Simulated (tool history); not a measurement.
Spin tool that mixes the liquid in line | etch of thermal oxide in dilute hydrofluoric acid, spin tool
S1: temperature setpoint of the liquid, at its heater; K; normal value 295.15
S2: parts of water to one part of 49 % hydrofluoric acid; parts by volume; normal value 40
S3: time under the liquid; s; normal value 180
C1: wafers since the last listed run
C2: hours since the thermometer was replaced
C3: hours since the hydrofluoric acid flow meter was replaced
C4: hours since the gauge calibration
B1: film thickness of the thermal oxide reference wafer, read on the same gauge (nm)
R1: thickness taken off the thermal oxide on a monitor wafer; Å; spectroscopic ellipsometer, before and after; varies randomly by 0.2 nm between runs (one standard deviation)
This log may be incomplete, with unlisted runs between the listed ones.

| run | day | S1 | S2 | S3 | C1 | C2 | C3 | C4 | B1 | R1 |
|---|---|---|---|---|---|---|---|---|---|---|
| 1 | 0 | 295.15 | 40 | 180 | 0 | 146.8 | 794.8 | 1093.8 | 139.98 | 258.8 |
|  | 1.542 | hydrofluoric acid flow meter replaced |
| 2 | 1.738 | 295.15 | 40 | 180 | 257 | 188.5 | 4.7 | 1135.5 | 140.03 | 240.6 |
| 3 | 4.275 | 295.15 | 40 | 180 | 384 | 249.4 | 65.6 | 1196.4 | 140.02 | 242.1 |
| 4 | 5.788 | 295.15 | 40 | 180 | 229 | 285.7 | 101.9 | 1232.7 | 140.03 | 240.8 |
| 5 | 11.408 | 295.15 | 40 | 180 | 852 | 420.6 | 236.8 | 1367.6 | 139.95 | 248.9 |
| 6 | 13.1 | 295.15 | 40 | 180 | 256 | 461.2 | 277.4 | 1408.2 | 140.02 | 245.3 |
| 7 | 14.425 | 295.15 | 40 | 180 | 201 | 493 | 309.2 | 1440 | 139.99 | 247.4 |
|  | 14.808 | thermometer replaced |
| 8 | 20.621 | 295.15 | 50 | 180 | 933 | 139.5 | 457.9 | 1588.7 | 140.01 | 204.2 |
| 9 | 21.942 | 295.15 | 50 | 180 | 200 | 171.2 | 489.6 | 1620.4 | 140.05 | 202 |
| 10 | 24.908 | 295.15 | 40 | 180 | 450 | 242.4 | 560.8 | 1691.6 | 140.01 | 255.2 |
| 11 | 26.662 | 295.15 | 40 | 180 | 266 | 284.5 | 602.9 | 1733.7 | 140.01 | 258.1 |
| 12 | 28.946 | 295.15 | 40 | 180 | 346 | 339.3 | 657.7 | 1788.5 | 139.97 | 258.2 |
| 13 | 30.388 | 295.15 | 40 | 180 | 218 | 373.9 | 692.3 | 1823.1 | 140.03 | 264.2 |
| 14 | 34.929 | 295.15 | 50 | 160 | 689 | 482.9 | 801.3 | 1932.1 | 140.02 | 183.5 |
|  | 35.767 | thermometer replaced |
|  | 36.079 | hydrofluoric acid flow meter replaced |
| 15 | 36.667 | 290.65 | 40 | 265 | 250 | 21.6 | 14.1 | 1973.8 | 140.01 | 290.3 |
| 16 | 37.762 | 295.15 | 40 | 180 | 166 | 47.9 | 40.4 | 2000.1 | 140.02 | 236.4 |
| 17 | 40.433 | 295.15 | 35 | 235 | 405 | 112 | 104.5 | 2064.2 | 139.99 | 360 |
| 18 | 43.342 | 295.15 | 40 | 180 | 441 | 181.8 | 174.3 | 2134 | 139.98 | 245.1 |
| 19 | 44.654 | 295.15 | 40 | 140 | 199 | 213.3 | 205.8 | 2165.5 | 140 | 191.5 |
| 20 | 46.075 | 298.15 | 40 | 110 | 215 | 247.4 | 239.9 | 2199.6 | 140.06 | 170.5 |
|  | 48.233 | gauge calibrated |
| 21 | 48.388 | 295.15 | 40 | 180 | 350 | 302.9 | 295.4 | 3.7 | 140.02 | 248.8 |
| 22 | 49.867 | 295.15 | 40 | 180 | 224 | 338.4 | 330.9 | 39.2 | 139.99 | 251.2 |
| 23 | 52.438 | 298.15 | 30 | 180 | 390 | 400.1 | 392.6 | 100.9 | 139.98 | 384.2 |
| 24 | 54.929 | 291.15 | 40 | 180 | 378 | 459.9 | 452.4 | 160.7 | 140.04 | 211.6 |
| 25 | 57.838 | 299.15 | 40 | 270 | 441 | 529.7 | 522.2 | 230.5 | 140.01 | 454.1 |
| 26 | 60.325 | 293.15 | 40 | 100 | 377 | 589.4 | 581.9 | 290.2 | 139.95 | 130.2 |
|  | 60.846 | thermometer replaced |
| 27 | 62.025 | 295.15 | 40 | 180 | 251 | 28.3 | 622.7 | 331 | 140.03 | 257 |
| 28 | 64.771 | 291.15 | 30 | 80 | 416 | 94.2 | 688.6 | 396.9 | 139.97 | 131.3 |
| 29 | 66.858 | 293.15 | 40 | 180 | 316 | 144.3 | 738.7 | 447 | 140.02 | 243.7 |
|  | 69.312 | hydrofluoric acid flow meter replaced |
| 30 | 73.112 | 295.15 | 50 | 245 | 942 | 294.4 | 91.2 | 597.1 | 140.02 | 256.3 |
| 31 | 75.133 | 291.15 | 30 | 80 | 306 | 342.9 | 139.7 | 645.6 | 140 | 122.4 |
| 32 | 77.396 | 299.65 | 45 | 240 | 343 | 397.2 | 194 | 699.9 | 140 | 340.2 |
| 33 | 79.096 | 293.65 | 40 | 180 | 257 | 438 | 234.8 | 740.7 | 139.98 | 226.5 |
| 34 | 80.8 | 295.15 | 40 | 90 | 258 | 478.9 | 275.7 | 781.6 | 139.98 | 122.7 |

State the hidden condition of the tool at each of the runs:
liquid colder than its thermometer reads (K): 0 across all the runs
gauge reads high (%): 0 across all the runs
H1: hydrofluoric acid flow above the setpoint (%)
| run | H1 |
|---|---|
| 1 | 11 |
| 2 | 1.66 |
| 3 | 2.45 |
| 4 | 2.93 |
| 5 | 4.69 |
| 6 | 5.22 |
| 7 | 5.64 |
| 8 | 7.59 |
| 9 | 8 |
| 10 | 8.93 |
| 11 | 9.48 |
| 12 | 10.2 |
| 13 | 10.7 |
| 14 | 12.1 |
| 15 | 1.22 |
| 16 | 1.56 |
| 17 | 2.4 |
| 18 | 3.31 |
| 19 | 3.72 |
| 20 | 4.17 |
| 21 | 4.9 |
| 22 | 5.36 |
| 23 | 6.17 |
| 24 | 6.95 |
| 25 | 7.86 |
| 26 | 8.65 |
| 27 | 9.18 |
| 28 | 10 |
| 29 | 10.7 |
| 30 | 2.19 |
| 31 | 2.82 |
| 32 | 3.53 |
| 33 | 4.07 |
| 34 | 4.6 |
